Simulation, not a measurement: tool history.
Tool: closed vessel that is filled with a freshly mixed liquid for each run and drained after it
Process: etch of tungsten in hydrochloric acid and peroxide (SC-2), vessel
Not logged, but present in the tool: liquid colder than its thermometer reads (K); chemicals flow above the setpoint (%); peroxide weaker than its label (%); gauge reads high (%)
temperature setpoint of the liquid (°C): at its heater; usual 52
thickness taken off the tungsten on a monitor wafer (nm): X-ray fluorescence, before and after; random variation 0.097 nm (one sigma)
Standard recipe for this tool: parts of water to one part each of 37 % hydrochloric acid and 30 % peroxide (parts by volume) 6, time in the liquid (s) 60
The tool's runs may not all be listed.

run	hour	temperature setpoint of the liquid (°C)	parts of water to one part each of 37 % hydrochloric acid and 30 % peroxide (parts by volume)	time in the liquid (s)	wafers since the last listed run	hours since the thermometer was replaced	hours since the chemicals flow meter was replaced	hours since the drum of peroxide was connected	hours since the gauge calibration	read-back film thickness of the tungsten reference wafer, read on the same gauge (nm)	thickness taken off the tungsten on a monitor wafer (nm)
1	0	52	6	60	0	2916.3	12.4	1106	386.9	149.99	14.48
2	11.4	52	6	60	864	2927.7	23.8	1117.4	398.3	150.02	14.53
3	20.8	52	6	60	713	2937.1	33.2	1126.8	407.7	150.01	14.5
# hour 29: thermometer replaced
4	32.7	52	6	60	826	3.7	45.1	1138.7	419.6	150.02	14.59
5	47.9	52	6	60	1152	18.9	60.3	1153.9	434.8	149.98	14.47
6	54.3	52	6	60	485	25.3	66.7	1160.3	441.2	150.01	14.55
# hour 59.9: new drum of peroxide connected
7	101.4	52	6	70	3496	72.4	113.8	41.5	488.3	150	17.83
8	142.8	52	7	60	3140	113.8	155.2	82.9	529.7	150.02	13.61
9	149.8	59.5	7.5	70	530	120.8	162.2	89.9	536.7	149.96	24.24
10	165.2	43	6	40	1168	136.2	177.6	105.3	552.1	150	5.46
11	179.9	44.5	6	60	1115	150.9	192.3	120	566.8	150	9.03
12	190.2	61.5	6	30	781	161.2	202.6	130.3	577.1	149.99	13.85
# hour 200.1: gauge calibrated
13	205.4	47.5	4	60	1152	176.4	217.8	145.5	5.3	150	15.11
14	221.6	61	6	35	1228	192.6	234	161.7	21.5	149.98	15.55
15	245.8	56.5	7.5	30	1835	216.8	258.2	185.9	45.7	150	8.59
16	256.7	58	6	80	826	227.7	269.1	196.8	56.6	150	29.79
17	262.9	59.5	9	60	470	233.9	275.3	203	62.8	150.02	17.98
18	280.3	52	6	45	1319	251.3	292.7	220.4	80.2	150.01	11.38
19	294.7	52	8.5	60	1092	265.7	307.1	234.8	94.6	150.01	11.5
20	311.4	52	6	60	1266	282.4	323.8	251.5	111.3	150.02	15.18
21	325.6	60	6	75	1077	296.6	338	265.7	125.5	150	31.34
22	340.6	52	6	60	1137	311.6	353	280.7	140.5	149.99	14.96
23	354.7	52	6	60	1069	325.7	367.1	294.8	154.6	150.01	14.94
24	363.2	61	9	35	644	334.2	375.6	303.3	163.1	150	11.38
25	375.3	52	6	95	917	346.3	387.7	315.4	175.2	149.99	23.58
26	387.6	61	4.5	35	932	358.6	400	327.7	187.5	149.99	19.21

The next listed run, before its measurement:
27	401.9	55.5	5	60	1084	372.9	414.3	342	201.8	?	?

For run 27 the tool returned read-back film thickness of the tungsten reference wafer, read on the same gauge (nm) 150.01, thickness taken off the tungsten on a monitor wafer (nm) 21.63.
If the tool had no hidden condition, the same run with the same run-to-run variation would have returned thickness taken off the tungsten on a monitor wafer (nm) 21.95.
